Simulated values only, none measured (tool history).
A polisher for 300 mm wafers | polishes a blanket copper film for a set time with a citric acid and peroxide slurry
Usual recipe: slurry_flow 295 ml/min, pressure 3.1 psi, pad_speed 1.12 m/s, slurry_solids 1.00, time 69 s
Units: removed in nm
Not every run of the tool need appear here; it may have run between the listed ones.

run   hour  slurry_flow  pressure  pad_speed  slurry_solids  time  incoming thickness of the incoming film, nm  removed
  1    0.0          295       3.1       1.12           1.00    69                                       1110.7    201.6
  2   16.1          295       3.1       1.12           1.00    69                                       1135.6    198.5
  3   47.8          295       3.1       1.12           1.00    69                                       1125.9    196.8
      81.8  -- worn pad replaced by a new one
  4   82.3          295       3.1       1.12           1.00    69                                       1114.8    199.3
  5  110.2          295       3.1       1.12           1.00    69                                       1115.1    201.4
  6  135.8          295       3.1       1.12           1.00    69                                       1118.7    186.7
     138.6  -- slurry nozzle cleaned
  7  170.6          295       3.1       1.12           1.00    69                                       1102.3    169.0
     176.2  -- worn pad replaced by a new one
     204.5  -- head pressure recalibrated
  8  205.5          295       3.1       1.12           1.00    69                                       1116.7    186.5
  9  232.6          295       3.1       1.12           0.80    69                                       1122.3    168.2
     251.2  -- slurry blender recalibrated
 10  251.7          295       3.1       1.38           1.00    57                                       1133.1    186.5
     265.1  -- worn pad replaced by a new one
 11  265.6          240       3.1       1.12           1.00    69                                       1122.9    205.6
 12  279.3          295       3.1       1.12           1.00    69                                       1115.7    207.6
 13  294.3          205       3.1       1.12           1.00    69                                       1110.5    195.6
 14  312.3          200       3.9       1.38           1.00    55                                       1121.8    235.3
 15  340.5          295       3.1       1.12           1.00    69                                       1108.0    189.1
     353.4  -- worn pad replaced by a new one
 16  354.3          295       3.4       1.12           1.00    52                                       1128.5    165.7
 17  368.2          295       3.1       1.24           1.25    69                                       1116.7    234.8

Branching from run 17: 4 alternative next runs. What would each branch give?
  A  368.6          295       3.1       1.12           1.00    69                                       1126.3        ?
  B  368.6          295       2.8       1.42           1.00    86                                       1126.3        ?
  C  368.6          295       3.1       1.24           0.90    69                                       1126.3        ?
  D  368.6          295       4.1       1.12           1.15    69                                       1126.3        ?

run  removed
  A    200.9
  B    286.0
  C    216.6
  D    273.2
The same runs, with their run-to-run variation unchanged, on a tool lacking any hidden condition would have given:
run  removed
  A    205.4
  B    292.4
  C    221.3
  D    279.4
